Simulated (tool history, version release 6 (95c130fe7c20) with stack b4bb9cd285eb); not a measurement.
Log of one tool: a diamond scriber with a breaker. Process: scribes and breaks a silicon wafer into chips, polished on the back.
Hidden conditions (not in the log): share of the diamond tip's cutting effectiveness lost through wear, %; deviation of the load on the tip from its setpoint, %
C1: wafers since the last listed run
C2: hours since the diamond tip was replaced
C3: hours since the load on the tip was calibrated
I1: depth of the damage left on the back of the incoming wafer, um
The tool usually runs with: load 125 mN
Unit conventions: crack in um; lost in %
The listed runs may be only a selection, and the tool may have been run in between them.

Run 1, hour 0: usual settings but load 144 mN; C1 0; C2 345.1; C3 301.5; I1 0.05. Result: crack 8.81 um, lost 2.77 %.
Run 2, hour 66.6: usual settings but load 144 mN; C1 124; C2 411.7; C3 368.1; I1 0.04. Result: crack 8.7 um, lost 2.82 %.
Run 3, hour 97.3: usual settings; C1 57; C2 442.4; C3 398.8; I1 0.03. Result: crack 7.74 um, lost 0.89 %.
Run 4, hour 130.1: usual settings; C1 61; C2 475.2; C3 431.6; I1 0.05. Result: crack 7.79 um, lost 0.87 %.
Run 5, hour 170.1: usual settings; C1 74; C2 515.2; C3 471.6; I1 0.02. Result: crack 7.67 um, lost 1.07 %.
Run 6, hour 235.8: usual settings; C1 122; C2 580.9; C3 537.3; I1 0.03. Result: crack 7.65 um, lost 1.04 %.
Run 7, hour 283.1: usual settings; C1 88; C2 628.2; C3 584.6; I1 0.01. Result: crack 7.77 um, lost 1.07 %.
Run 8, hour 334.9: usual settings but load 134 mN; C1 96; C2 680; C3 636.4; I1 0.01. Result: crack 8.24 um, lost 0.67 %.
Run 9, hour 367.6: usual settings but load 134 mN; C1 60; C2 712.7; C3 669.1; I1 0.04. Result: crack 8.29 um, lost 0.57 %.
Run 10, hour 406.1: usual settings but load 134 mN; C1 71; C2 751.2; C3 707.6; I1 0.02. Result: crack 8.03 um, lost 0.67 %.
Run 11, hour 440.2: usual settings; C1 63; C2 785.3; C3 741.7; I1 0.04. Result: crack 7.73 um, lost 1.25 %.
Run 12, hour 479.2: usual settings; C1 72; C2 824.3; C3 780.7; I1 0.01. Result: crack 7.63 um, lost 1.31 %.
Run 13, hour 507.9: usual settings but load 108 mN; C1 53; C2 853; C3 809.4; I1 0.01. Result: crack 6.8 um, lost 8.89 %.
Run 14, hour 564.4: usual settings but load 108 mN; C1 105; C2 909.5; C3 865.9; I1 0.03. Result: crack 6.79 um, lost 8.55 %.
Run 15, hour 596.8: usual settings but load 108 mN; C1 60; C2 941.9; C3 898.3; I1 0.04. Result: crack 6.85 um, lost 9.39 %.
Run 16, hour 632.4: usual settings; C1 66; C2 977.5; C3 933.9; I1 0.03. Result: crack 7.8 um, lost 1.17 %.
Run 17, hour 701.2: usual settings but load 105 mN; C1 128; C2 1046.3; C3 1002.7; I1 0.03. Result: crack 6.69 um, lost 11.35 %.
Run 18, hour 759.1: usual settings but load 87 mN; C1 107; C2 1104.2; C3 1060.6; I1 0.02. Result: crack 5.66 um, lost 34.97 %.
Run 19, hour 827.3: usual settings but load 159 mN; C1 127; C2 1172.4; C3 1128.8; I1 0.05. Result: crack 9.31 um, lost 6.67 %.
At hour 850.4: diamond tip replaced by a new one, of another model than before.
Run 20, hour 862.1: usual settings but load 92 mN; C1 61; C2 11.7; C3 1163.6; I1 0.05. Result: crack 6.34 um, lost 17.44 %.
Run 21, hour 900.1: usual settings but load 151 mN; C1 70; C2 49.7; C3 1201.6; I1 0.04. Result: crack 8.69 um, lost 2.73 %.
Run 22, hour 929.7: usual settings; C1 55; C2 79.3; C3 1231.2; I1 0.01. Result: crack 7.67 um, lost 1.16 %.
Run 23, hour 983.8: usual settings but load 106 mN; C1 100; C2 133.4; C3 1285.3; I1 0.05. Result: crack 6.94 um, lost 7.59 %.
Run 24, hour 1041.4: usual settings; C1 107; C2 191; C3 1342.9; I1 0.01. Result: crack 7.76 um, lost 1.17 %.
Run 25, hour 1095.9: usual settings but load 97 mN; C1 101; C2 245.5; C3 1397.4; I1 0.01. Result: crack 6.58 um, lost 12.96 %.
Run 26, hour 1164.6: usual settings but load 115 mN; C1 128; C2 314.2; C3 1466.1; I1 0.02. Result: crack 7.26 um, lost 3.41 %.
At hour 1175.4: load on the tip recalibrated.
Run 27, hour 1188.8: usual settings but load 160 mN; C1 41; C2 338.4; C3 13.4; I1 0.04. Result: crack 9.31 um, lost 7.78 %.
Run 28, hour 1247.9: usual settings but load 148 mN; C1 110; C2 397.5; C3 72.5; I1 0.04. Result: crack 9.12 um, lost 3.85 %.
Run 29, hour 1299.6: usual settings but load 156 mN; C1 96; C2 449.2; C3 124.2; I1 0.02. Result: crack 9.26 um, lost 6.05 %.
Run 30, hour 1370.4: usual settings but load 138 mN; C1 131; C2 520; C3 195; I1 0.02. Result: crack 8.52 um, lost 1.4 %.
Run 31, hour 1539.2: usual settings but load 112 mN; C1 314; C2 688.8; C3 363.8; I1 0.02. Result: crack 7.23 um, lost 3.36 %.
Run 32, hour 1593: usual settings but load 110 mN; C1 100; C2 742.6; C3 417.6; I1 0.04. Result: crack 7.31 um, lost 4.09 %.
Run 33, hour 1656: usual settings; C1 117; C2 805.6; C3 480.6; I1 0.04. Result: crack 7.88 um, lost 0.75 %.
Run 34, hour 1717.7: usual settings but load 163 mN; C1 114; C2 867.3; C3 542.3; I1 0.04. Result: crack 9.21 um, lost 7.14 %.

Give the tool's hidden conditions for every run:
share of the diamond tip's cutting effectiveness lost through wear, %: 0, the same for each run
H1: deviation of the load on the tip from its setpoint, %
run      H1
  1   -3.43
  2   -3.84
  3   -4.01
  4   -4.18
  5   -4.38
  6   -4.67
  7   -4.85
  8   -5.04
  9   -5.15
 10   -5.26
 11   -5.36
 12   -5.47
 13   -5.54
 14   -5.67
 15   -5.74
 16   -5.81
 17   -5.93
 18   -6.02
 19   -6.11
 20   -6.16
 21    -6.2
 22   -6.23
 23   -6.29
 24   -6.34
 25   -6.38
 26   -6.43
 27  -0.432
 28   -1.08
 29   -1.58
 30   -2.19
 31   -3.36
 32   -3.65
 33   -3.96
 34   -4.23

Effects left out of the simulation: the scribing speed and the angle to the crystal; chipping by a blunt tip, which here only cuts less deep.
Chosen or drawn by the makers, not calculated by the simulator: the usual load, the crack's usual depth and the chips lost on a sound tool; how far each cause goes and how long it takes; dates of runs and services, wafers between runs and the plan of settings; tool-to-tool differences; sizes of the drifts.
